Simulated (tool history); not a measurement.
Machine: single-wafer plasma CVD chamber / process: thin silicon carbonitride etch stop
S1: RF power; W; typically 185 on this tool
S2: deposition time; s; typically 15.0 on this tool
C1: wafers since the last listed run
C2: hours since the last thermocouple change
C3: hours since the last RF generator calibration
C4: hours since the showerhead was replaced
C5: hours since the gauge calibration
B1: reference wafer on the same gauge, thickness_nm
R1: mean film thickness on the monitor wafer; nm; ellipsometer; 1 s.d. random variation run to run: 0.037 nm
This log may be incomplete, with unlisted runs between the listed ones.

{"run": 1, "day": 0.0, "S1": 165, "S2": 16.7, "C1": 0, "C2": 1340.1, "C3": 8.8, "C4": 929.9, "C5": 26.9, "B1": 7.583, "R1": 8.944}
{"run": 2, "day": 4.383, "S1": 185, "S2": 15.0, "C1": 1834, "C2": 1445.3, "C3": 114.0, "C4": 1035.1, "C5": 132.1, "B1": 7.614, "R1": 8.331}
{"run": 3, "day": 7.65, "S1": 185, "S2": 15.0, "C1": 1366, "C2": 1523.7, "C3": 192.4, "C4": 1113.5, "C5": 210.5, "B1": 7.63, "R1": 8.394}
{"day": 9.896, "done": "thermocouple changed; heater temperature recalibrated"}
{"run": 4, "day": 9.917, "S1": 185, "S2": 15.0, "C1": 809, "C2": 0.5, "C3": 246.8, "C4": 1167.9, "C5": 264.9, "B1": 7.647, "R1": 8.454}
{"run": 5, "day": 11.567, "S1": 185, "S2": 15.0, "C1": 690, "C2": 40.1, "C3": 286.4, "C4": 1207.5, "C5": 304.5, "B1": 7.649, "R1": 8.432}
{"run": 6, "day": 14.283, "S1": 185, "S2": 15.0, "C1": 1136, "C2": 105.3, "C3": 351.6, "C4": 1272.7, "C5": 369.7, "B1": 7.664, "R1": 8.376}
{"run": 7, "day": 16.346, "S1": 185, "S2": 15.0, "C1": 863, "C2": 154.8, "C3": 401.1, "C4": 1322.2, "C5": 419.2, "B1": 7.673, "R1": 8.346}
{"run": 8, "day": 18.854, "S1": 185, "S2": 16.8, "C1": 1049, "C2": 215.0, "C3": 461.3, "C4": 1382.4, "C5": 479.4, "B1": 7.676, "R1": 9.495}
{"run": 9, "day": 23.179, "S1": 185, "S2": 16.8, "C1": 1809, "C2": 318.8, "C3": 565.1, "C4": 1486.2, "C5": 583.2, "B1": 7.681, "R1": 9.42}
{"run": 10, "day": 27.192, "S1": 185, "S2": 16.8, "C1": 1679, "C2": 415.1, "C3": 661.4, "C4": 1582.5, "C5": 679.5, "B1": 7.692, "R1": 9.519}
{"run": 11, "day": 29.108, "S1": 160, "S2": 15.0, "C1": 802, "C2": 461.1, "C3": 707.4, "C4": 1628.5, "C5": 725.5, "B1": 7.696, "R1": 8.157}
{"run": 12, "day": 33.033, "S1": 160, "S2": 15.0, "C1": 1642, "C2": 555.3, "C3": 801.6, "C4": 1722.7, "C5": 819.7, "B1": 7.697, "R1": 8.139}
{"run": 13, "day": 36.171, "S1": 175, "S2": 15.0, "C1": 1312, "C2": 630.6, "C3": 876.9, "C4": 1798.0, "C5": 895.0, "B1": 7.711, "R1": 8.384}
{"run": 14, "day": 44.75, "S1": 175, "S2": 15.0, "C1": 3590, "C2": 836.5, "C3": 1082.8, "C4": 2003.9, "C5": 1100.9, "B1": 7.708, "R1": 8.324}
{"run": 15, "day": 48.008, "S1": 185, "S2": 15.8, "C1": 1363, "C2": 914.7, "C3": 1161.0, "C4": 2082.1, "C5": 1179.1, "B1": 7.708, "R1": 8.983}
{"run": 16, "day": 49.867, "S1": 150, "S2": 15.8, "C1": 777, "C2": 959.3, "C3": 1205.6, "C4": 2126.7, "C5": 1223.7, "B1": 7.716, "R1": 8.462}
{"run": 17, "day": 52.254, "S1": 185, "S2": 12.7, "C1": 999, "C2": 1016.6, "C3": 1262.9, "C4": 2184.0, "C5": 1281.0, "B1": 7.714, "R1": 7.195}
{"day": 54.317, "done": "gauge calibrated"}
{"run": 18, "day": 56.025, "S1": 185, "S2": 15.0, "C1": 1577, "C2": 1107.1, "C3": 1353.4, "C4": 2274.5, "C5": 41.0, "B1": 7.577, "R1": 8.3}
{"run": 19, "day": 57.933, "S1": 205, "S2": 15.0, "C1": 798, "C2": 1152.9, "C3": 1399.2, "C4": 2320.3, "C5": 86.8, "B1": 7.586, "R1": 8.644}
{"day": 58.925, "done": "RF generator calibrated"}
{"run": 20, "day": 61.821, "S1": 195, "S2": 16.0, "C1": 1487, "C2": 1246.2, "C3": 69.5, "C4": 2413.6, "C5": 180.1, "B1": 7.618, "R1": 9.099}
{"run": 21, "day": 64.317, "S1": 160, "S2": 12.7, "C1": 1044, "C2": 1306.1, "C3": 129.4, "C4": 2473.5, "C5": 240.0, "B1": 7.628, "R1": 6.862}
{"run": 22, "day": 66.033, "S1": 205, "S2": 13.6, "C1": 718, "C2": 1347.3, "C3": 170.6, "C4": 2514.7, "C5": 281.2, "B1": 7.644, "R1": 7.86}
{"day": 66.767, "done": "thermocouple changed; heater temperature recalibrated"}
{"run": 23, "day": 69.467, "S1": 185, "S2": 15.0, "C1": 1297, "C2": 64.8, "C3": 253.0, "C4": 2597.1, "C5": 363.6, "B1": 7.653, "R1": 8.455}
{"run": 24, "day": 72.162, "S1": 175, "S2": 15.0, "C1": 1128, "C2": 129.5, "C3": 317.7, "C4": 2661.8, "C5": 428.3, "B1": 7.652, "R1": 8.346}
{"day": 73.396, "done": "showerhead replaced"}
{"run": 25, "day": 75.533, "S1": 220, "S2": 12.8, "C1": 1271, "C2": 210.4, "C3": 398.6, "C4": 51.3, "C5": 509.2, "B1": 7.654, "R1": 7.545}
{"run": 26, "day": 79.738, "S1": 185, "S2": 15.0, "C1": 1759, "C2": 311.3, "C3": 499.5, "C4": 152.2, "C5": 610.1, "B1": 7.676, "R1": 8.457}
{"run": 27, "day": 83.017, "S1": 175, "S2": 13.2, "C1": 1372, "C2": 390.0, "C3": 578.2, "C4": 230.9, "C5": 688.8, "B1": 7.687, "R1": 7.336}
{"run": 28, "day": 85.829, "S1": 150, "S2": 12.6, "C1": 1176, "C2": 457.5, "C3": 645.7, "C4": 298.4, "C5": 756.3, "B1": 7.683, "R1": 6.671}
{"run": 29, "day": 88.812, "S1": 185, "S2": 15.0, "C1": 1248, "C2": 529.1, "C3": 717.3, "C4": 370.0, "C5": 827.9, "B1": 7.68, "R1": 8.486}
{"run": 30, "day": 90.783, "S1": 200, "S2": 17.1, "C1": 824, "C2": 576.4, "C3": 764.6, "C4": 417.3, "C5": 875.2, "B1": 7.695, "R1": 9.822}
{"run": 31, "day": 92.508, "S1": 150, "S2": 15.8, "C1": 721, "C2": 617.8, "C3": 806.0, "C4": 458.7, "C5": 916.6, "B1": 7.694, "R1": 8.402}

Branching from run 31: 5 alternative next runs. What would each branch give?
{"run": "A", "day": 92.525, "S1": 185, "S2": 17.0, "C1": 6, "C2": 618.2, "C3": 806.4, "C4": 459.1, "C5": 917.0, "B1": "?", "R1": "?"}
{"run": "B", "day": 92.525, "S1": 200, "S2": 12.1, "C1": 6, "C2": 618.2, "C3": 806.4, "C4": 459.1, "C5": 917.0, "B1": "?", "R1": "?"}
{"run": "C", "day": 92.525, "S1": 165, "S2": 15.0, "C1": 6, "C2": 618.2, "C3": 806.4, "C4": 459.1, "C5": 917.0, "B1": "?", "R1": "?"}
{"run": "D", "day": 92.525, "S1": 170, "S2": 14.0, "C1": 6, "C2": 618.2, "C3": 806.4, "C4": 459.1, "C5": 917.0, "B1": "?", "R1": "?"}
{"run": "E", "day": 92.525, "S1": 155, "S2": 16.1, "C1": 6, "C2": 618.2, "C3": 806.4, "C4": 459.1, "C5": 917.0, "B1": "?", "R1": "?"}

run=A B1=7.683 R1=9.649
run=B B1=7.683 R1=7.023
run=C B1=7.683 R1=8.241
run=D B1=7.683 R1=7.757
run=E B1=7.683 R1=8.690
Had the tool no hidden state, the same runs would have come out as:
run=A R1=9.496
run=B R1=6.911
run=C R1=8.110
run=D R1=7.634
run=E R1=8.552
